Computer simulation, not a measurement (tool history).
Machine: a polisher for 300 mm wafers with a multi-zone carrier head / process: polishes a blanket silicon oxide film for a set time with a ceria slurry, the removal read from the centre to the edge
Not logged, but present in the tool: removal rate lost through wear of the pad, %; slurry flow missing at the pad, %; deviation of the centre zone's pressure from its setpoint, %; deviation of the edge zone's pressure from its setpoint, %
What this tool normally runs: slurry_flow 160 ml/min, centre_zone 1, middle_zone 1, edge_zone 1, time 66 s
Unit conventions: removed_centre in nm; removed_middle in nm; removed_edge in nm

| run | hour | slurry_flow | centre_zone | middle_zone | edge_zone | time | wafers since the last listed run | wafers polished on this pad | hours since the slurry nozzle was cleaned | hours since the centre zone pressure was calibrated | hours since the edge zone pressure was calibrated | hours since the carrier head's membrane was replaced | incoming thickness of the incoming film, nm | removed_centre | removed_middle | removed_edge |
|---|---|---|---|---|---|---|---|---|---|---|---|---|---|---|---|---|
| 1 | 0 | 180 | 0.9 | 1 | 1 | 57 | 0 | 3337 | 145.1 | 208 | 213.3 | 6.5 | 1608 | 321.1 | 343.4 | 328.3 |
| 2 | 62.2 | 160 | 0.9 | 1 | 0.94 | 66 | 720 | 4058 | 207.3 | 270.2 | 275.5 | 68.7 | 1568.5 | 360.5 | 384.5 | 365.4 |
| 3 | 95.2 | 160 | 1 | 1 | 1 | 66 | 382 | 4441 | 240.3 | 303.2 | 308.5 | 101.7 | 1563.8 | 385.8 | 388.9 | 378.9 |
| 4 | 170.5 | 205 | 1.05 | 1.06 | 1 | 66 | 872 | 5313 | 315.6 | 378.5 | 383.8 | 177 | 1601 | 428.7 | 429.3 | 381.4 |
| 5 | 206.8 | 160 | 1 | 1 | 1 | 81 | 420 | 5734 | 351.9 | 414.8 | 420.1 | 213.3 | 1578 | 473.8 | 471.9 | 459.5 |
| 6 | 267.7 | 210 | 1 | 1 | 1 | 66 | 705 | 6440 | 412.8 | 475.7 | 481 | 274.2 | 1593.3 | 407.3 | 402.8 | 392.1 |
| 7 | 309.5 | 160 | 1 | 0.88 | 0.91 | 45 | 484 | 6924 | 454.6 | 517.5 | 522.8 | 316 | 1596.1 | 261.3 | 236.1 | 244.2 |
|  | 317.3 | worn pad replaced by a new one |
| 8 | 350.8 | 110 | 1 | 1.07 | 1.04 | 82 | 432 | 388 | 495.9 | 558.8 | 564.1 | 357.3 | 1588 | 423.9 | 448.4 | 441.9 |
|  | 391.2 | edge zone pressure recalibrated |
| 9 | 418.5 | 160 | 1 | 1 | 1 | 66 | 761 | 1149 | 563.6 | 626.5 | 27.3 | 425 | 1567.5 | 376.7 | 382.8 | 371.7 |
|  | 422.4 | centre zone pressure recalibrated |
|  | 448.1 | slurry nozzle cleaned |
| 10 | 467.6 | 160 | 1 | 1 | 0.89 | 66 | 534 | 1684 | 19.5 | 45.2 | 76.4 | 474.1 | 1608.2 | 391 | 390.3 | 357.4 |
| 11 | 499.6 | 160 | 1 | 1.1 | 0.96 | 50 | 370 | 2055 | 51.5 | 77.2 | 108.4 | 506.1 | 1604.1 | 297.2 | 319.3 | 283.3 |
| 12 | 553.4 | 160 | 1.09 | 0.89 | 1 | 66 | 623 | 2678 | 105.3 | 131 | 162.2 | 559.9 | 1600.1 | 418.5 | 348 | 375.3 |
| 13 | 620.4 | 160 | 1 | 1 | 1 | 75 | 776 | 3454 | 172.3 | 198 | 229.2 | 626.9 | 1579.2 | 439.3 | 448 | 425.2 |
|  | 630.1 | carrier head's membrane replaced by a new one |
| 14 | 814.6 | 175 | 1.05 | 1 | 0.96 | 83 | 2192 | 5647 | 366.5 | 392.2 | 423.4 | 184.5 | 1595.3 | 516.4 | 491.5 | 471.1 |
| 15 | 881.9 | 160 | 1 | 1 | 1 | 66 | 779 | 6427 | 433.8 | 459.5 | 490.7 | 251.8 | 1592.5 | 389.5 | 381.2 | 368.6 |
|  | 893.7 | edge zone pressure recalibrated |
|  | 921.5 | worn pad replaced by a new one |
| 16 | 952.3 | 160 | 1 | 1 | 1 | 66 | 746 | 357 | 504.2 | 529.9 | 58.6 | 322.2 | 1568.3 | 378.9 | 381.6 | 375.2 |
| 17 | 1023.5 | 160 | 1 | 1 | 1 | 86 | 825 | 1182 | 575.4 | 601.1 | 129.8 | 393.4 | 1599 | 493.3 | 505.3 | 484 |
|  | 1059.4 | slurry nozzle cleaned |
|  | 1169.1 | centre zone pressure recalibrated |
| 18 | 1202.8 | 160 | 1 | 1 | 1.06 | 66 | 2043 | 3225 | 143.4 | 33.7 | 309.1 | 572.7 | 1589.8 | 389.2 | 394.3 | 383.5 |
|  | 1213.4 | carrier head's membrane replaced by a new one |
| 19 | 1247.8 | 160 | 1 | 1 | 1 | 66 | 463 | 3689 | 188.4 | 78.7 | 354.1 | 34.4 | 1583.6 | 387.6 | 382.6 | 382.2 |
| 20 | 1457.7 | 160 | 1 | 1 | 0.96 | 66 | 2432 | 6121 | 398.3 | 288.6 | 564 | 244.3 | 1573.8 | 385.7 | 386.5 | 369 |
| 21 | 1490 | 160 | 1 | 1.05 | 1 | 76 | 374 | 6495 | 430.6 | 320.9 | 596.3 | 276.6 | 1590.7 | 445.9 | 459.5 | 428.3 |
|  | 1507.1 | worn pad replaced by a new one |
|  | 1519.4 | edge zone pressure recalibrated |
| 22 | 1546.3 | 190 | 1 | 1.08 | 1 | 66 | 582 | 431 | 486.9 | 377.2 | 26.9 | 332.9 | 1588.6 | 402.7 | 419.2 | 386.4 |

State the hidden condition of the tool at each of the runs:
removal rate lost through wear of the pad, %: 0, the same for each run
deviation of the centre zone's pressure from its setpoint, %: 0, the same for each run
deviation of the edge zone's pressure from its setpoint, %: 0, the same for each run
H1: slurry flow missing at the pad, %
| run | H1 |
|---|---|
| 1 | 3.1 |
| 2 | 3.82 |
| 3 | 4.31 |
| 4 | 5.7 |
| 5 | 6.51 |
| 6 | 8.05 |
| 7 | 9.26 |
| 8 | 10.6 |
| 9 | 12.9 |
| 10 | 1.44 |
| 11 | 1.52 |
| 12 | 1.8 |
| 13 | 2.42 |
| 14 | 5.89 |
| 15 | 7.68 |
| 16 | 9.87 |
| 17 | 12.4 |
| 18 | 2.45 |
| 19 | 2.95 |
| 20 | 7.04 |
| 21 | 7.93 |
| 22 | 9.64 |
